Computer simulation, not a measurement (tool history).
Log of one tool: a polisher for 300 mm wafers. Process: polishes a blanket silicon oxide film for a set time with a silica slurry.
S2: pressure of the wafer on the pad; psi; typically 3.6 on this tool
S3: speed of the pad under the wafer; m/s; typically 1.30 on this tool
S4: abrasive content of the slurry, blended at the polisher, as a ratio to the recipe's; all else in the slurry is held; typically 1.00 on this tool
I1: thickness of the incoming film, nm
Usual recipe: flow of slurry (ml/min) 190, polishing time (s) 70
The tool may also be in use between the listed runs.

{"run": 1, "hour": 0.0, "flow of slurry (ml/min)": 190, "S2": 3.6, "S3": 1.3, "S4": 1.0, "polishing time (s)": 70, "I1": 1769.2, "film removed (nm)": 152.7}
{"run": 2, "hour": 6.8, "flow of slurry (ml/min)": 190, "S2": 4.0, "S3": 1.3, "S4": 1.0, "polishing time (s)": 70, "I1": 1791.3, "film removed (nm)": 165.9}
{"run": 3, "hour": 13.5, "flow of slurry (ml/min)": 190, "S2": 4.0, "S3": 1.3, "S4": 1.0, "polishing time (s)": 70, "I1": 1809.4, "film removed (nm)": 168.9}
{"run": 4, "hour": 20.5, "flow of slurry (ml/min)": 190, "S2": 3.6, "S3": 1.3, "S4": 1.0, "polishing time (s)": 70, "I1": 1764.7, "film removed (nm)": 148.8}
{"hour": 26.8, "done": "slurry blender recalibrated"}
{"run": 5, "hour": 36.5, "flow of slurry (ml/min)": 190, "S2": 3.6, "S3": 1.06, "S4": 1.0, "polishing time (s)": 70, "I1": 1787.5, "film removed (nm)": 147.5}
{"run": 6, "hour": 42.7, "flow of slurry (ml/min)": 190, "S2": 3.2, "S3": 1.44, "S4": 0.8, "polishing time (s)": 88, "I1": 1793.9, "film removed (nm)": 177.5}
{"hour": 45.2, "done": "head pressure recalibrated"}
{"run": 7, "hour": 50.3, "flow of slurry (ml/min)": 190, "S2": 3.6, "S3": 1.46, "S4": 1.0, "polishing time (s)": 70, "I1": 1770.4, "film removed (nm)": 195.5}
{"run": 8, "hour": 59.5, "flow of slurry (ml/min)": 190, "S2": 3.6, "S3": 1.3, "S4": 1.0, "polishing time (s)": 70, "I1": 1816.0, "film removed (nm)": 182.6}
{"run": 9, "hour": 75.6, "flow of slurry (ml/min)": 190, "S2": 3.6, "S3": 1.5, "S4": 1.0, "polishing time (s)": 70, "I1": 1761.6, "film removed (nm)": 198.3}
{"run": 10, "hour": 89.9, "flow of slurry (ml/min)": 190, "S2": 3.6, "S3": 1.3, "S4": 1.0, "polishing time (s)": 70, "I1": 1761.4, "film removed (nm)": 176.7}
{"hour": 99.1, "done": "worn pad replaced by a new one"}
{"run": 11, "hour": 99.6, "flow of slurry (ml/min)": 230, "S2": 4.2, "S3": 1.3, "S4": 0.8, "polishing time (s)": 70, "I1": 1779.7, "film removed (nm)": 186.9}
{"hour": 108.3, "done": "slurry nozzle cleaned"}
{"run": 12, "hour": 115.6, "flow of slurry (ml/min)": 190, "S2": 3.6, "S3": 0.88, "S4": 0.9, "polishing time (s)": 70, "I1": 1789.0, "film removed (nm)": 130.5}
{"run": 13, "hour": 132.9, "flow of slurry (ml/min)": 235, "S2": 3.6, "S3": 1.3, "S4": 0.8, "polishing time (s)": 70, "I1": 1789.5, "film removed (nm)": 156.6}
{"run": 14, "hour": 142.1, "flow of slurry (ml/min)": 145, "S2": 4.3, "S3": 1.3, "S4": 1.0, "polishing time (s)": 70, "I1": 1769.8, "film removed (nm)": 198.1}
{"run": 15, "hour": 156.2, "flow of slurry (ml/min)": 190, "S2": 2.7, "S3": 1.44, "S4": 1.0, "polishing time (s)": 70, "I1": 1811.5, "film removed (nm)": 138.8}
{"run": 16, "hour": 173.8, "flow of slurry (ml/min)": 190, "S2": 3.6, "S3": 1.3, "S4": 1.0, "polishing time (s)": 70, "I1": 1820.8, "film removed (nm)": 174.7}
{"run": 17, "hour": 186.8, "flow of slurry (ml/min)": 250, "S2": 3.6, "S3": 1.3, "S4": 1.15, "polishing time (s)": 81, "I1": 1807.0, "film removed (nm)": 223.8}
{"run": 18, "hour": 198.1, "flow of slurry (ml/min)": 190, "S2": 3.6, "S3": 1.3, "S4": 1.0, "polishing time (s)": 70, "I1": 1795.2, "film removed (nm)": 169.0}
{"run": 19, "hour": 210.5, "flow of slurry (ml/min)": 190, "S2": 3.6, "S3": 1.3, "S4": 0.85, "polishing time (s)": 88, "I1": 1812.5, "film removed (nm)": 193.6}
{"hour": 224.7, "done": "worn pad replaced by a new one"}
{"hour": 227.2, "done": "conditioning disc replaced and pad reconditioned"}
{"run": 20, "hour": 227.7, "flow of slurry (ml/min)": 190, "S2": 3.6, "S3": 1.3, "S4": 0.85, "polishing time (s)": 70, "I1": 1758.5, "film removed (nm)": 148.0}
{"run": 21, "hour": 237.6, "flow of slurry (ml/min)": 145, "S2": 3.6, "S3": 1.3, "S4": 1.0, "polishing time (s)": 70, "I1": 1793.1, "film removed (nm)": 158.0}
{"run": 22, "hour": 245.7, "flow of slurry (ml/min)": 230, "S2": 3.6, "S3": 1.02, "S4": 1.0, "polishing time (s)": 70, "I1": 1781.2, "film removed (nm)": 144.3}
{"run": 23, "hour": 252.3, "flow of slurry (ml/min)": 135, "S2": 3.6, "S3": 1.3, "S4": 1.0, "polishing time (s)": 77, "I1": 1800.5, "film removed (nm)": 170.0}
{"run": 24, "hour": 262.1, "flow of slurry (ml/min)": 190, "S2": 3.6, "S3": 1.3, "S4": 1.0, "polishing time (s)": 89, "I1": 1800.4, "film removed (nm)": 207.1}
{"run": 25, "hour": 271.8, "flow of slurry (ml/min)": 190, "S2": 3.6, "S3": 1.04, "S4": 1.0, "polishing time (s)": 70, "I1": 1788.4, "film removed (nm)": 142.8}
{"run": 26, "hour": 288.9, "flow of slurry (ml/min)": 190, "S2": 3.6, "S3": 1.3, "S4": 1.0, "polishing time (s)": 89, "I1": 1817.9, "film removed (nm)": 206.0}

4 ways to go on from here, each from the tool as it stands after run 26. What would each give?
{"run": "A", "hour": 289.3, "flow of slurry (ml/min)": 190, "S2": 3.6, "S3": 1.3, "S4": 1.0, "polishing time (s)": 70, "I1": 1816.0, "film removed (nm)": "?"}
{"run": "B", "hour": 289.3, "flow of slurry (ml/min)": 150, "S2": 4.6, "S3": 1.64, "S4": 1.1, "polishing time (s)": 70, "I1": 1816.0, "film removed (nm)": "?"}
{"run": "C", "hour": 289.3, "flow of slurry (ml/min)": 190, "S2": 3.6, "S3": 1.08, "S4": 1.0, "polishing time (s)": 53, "I1": 1816.0, "film removed (nm)": "?"}
{"run": "D", "hour": 289.3, "flow of slurry (ml/min)": 190, "S2": 3.0, "S3": 1.3, "S4": 0.75, "polishing time (s)": 92, "I1": 1816.0, "film removed (nm)": "?"}

run=A film_removed_(nm)=160.0
run=B film_removed_(nm)=240.2
run=C film_removed_(nm)=108.0
run=D film_removed_(nm)=146.7
With the hidden condition removed and each run's random variation left untouched, the same runs would have given:
run=A film_removed_(nm)=181.3
run=B film_removed_(nm)=270.6
run=C film_removed_(nm)=122.3
run=D film_removed_(nm)=169.3

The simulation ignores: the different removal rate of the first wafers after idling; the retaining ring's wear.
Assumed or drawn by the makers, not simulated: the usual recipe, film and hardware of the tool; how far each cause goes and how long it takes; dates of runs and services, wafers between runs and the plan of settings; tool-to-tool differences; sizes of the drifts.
